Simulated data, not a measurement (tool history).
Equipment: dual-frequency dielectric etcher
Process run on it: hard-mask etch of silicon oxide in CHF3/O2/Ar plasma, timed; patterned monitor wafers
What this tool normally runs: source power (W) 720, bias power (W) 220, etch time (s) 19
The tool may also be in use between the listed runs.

run   hour  source power (W)  bias power (W)  etch time (s)  read-back reference wafer on the same gauge, depth_nm  mean etch depth across the wafer (Å)
  1      0               590             220             19                                                  51.38                                 435.1
  2     15               810             220           15.5                                                   51.4                                 413.4
  3   25.6               810             220           15.5                                                  51.36                                 411.4
  4   53.6               810             220           15.5                                                   51.4                                 412.4
  5   62.6               720             220             19                                                  51.39                                   478
  6   72.9               720             220             19                                                  51.39                                 479.4
  7   87.1               720             220             19                                                  51.37                                 477.5
  8  102.5               720             220             19                                                   51.4                                 482.3
  9  110.4               720             220             19                                                  51.44                                 479.4
 10  127.5               720             220             19                                                  51.39                                 481.5
 11  133.5               720             220             19                                                   51.4                                 477.8
 12  139.8               720             220             19                                                  51.41                                   483
 13  152.5               720             220             19                                                  51.41                                 480.4
 14    161               720             220             15                                                  51.42                                 381.8
     171.6  -- gauge calibrated
     183.8  -- bias power generator calibrated
     185.6  -- source power generator calibrated
     194.5  -- upper electrode replaced
     209.1  -- wet clean of the chamber
 15  209.6               720             244             19                                                  51.39                                 480.8
 16  209.9               720             220             15                                                   51.4                                 365.3
 17  210.3               840             168           13.5                                                  51.45                                 325.9
 18  212.7               720             220             19                                                  51.42                                 466.1
 19  228.7               720             220             19                                                  51.39                                 465.9
 20  235.9               720             250           15.5                                                  51.41                                   396
 21  244.8               640             205             19                                                  51.41                                 431.1
 22  257.5               770             256           17.5                                                  51.36                                 466.1
 23  269.5               720             220           22.5                                                   51.4                                 554.4
 24  281.3               720             220             19                                                  51.39                                 466.8
 25  297.9               570             167             24                                                  51.41                                 482.4
 26  306.8               830             240             23                                                  51.35                                 622.5
 27  315.6               830             249           22.5                                                   51.4                                   619
 28  330.3               600             220             19                                                  51.41                                   432
 29  337.9               630             220           17.5                                                   51.4                                 404.6

Below are 5 alternative next runs, each starting from the tool's condition after run 29. Predict each:
  A  338.3               720             220           15.5                                                      ?                                     ?
  B  338.3               720             220           21.5                                                      ?                                     ?
  C  338.3               580             248             19                                                      ?                                     ?
  D  338.3               720             220             24                                                      ?                                     ?
  E  338.3               720             266             21                                                      ?                                     ?

run  read-back reference wafer on the same gauge, depth_nm  mean etch depth across the wafer (Å)
  A                                                  51.42                                 383.3
  B                                                  51.42                                 531.6
  C                                                  51.42                                 439.9
  D                                                  51.42                                 593.4
  E                                                  51.42                                 552.7
With the hidden condition removed and each run's random variation left untouched, the same runs would have given:
run  mean etch depth across the wafer (Å)
  A                                 381.4
  B                                   529
  C                                 437.7
  D                                 590.5
  E                                   550
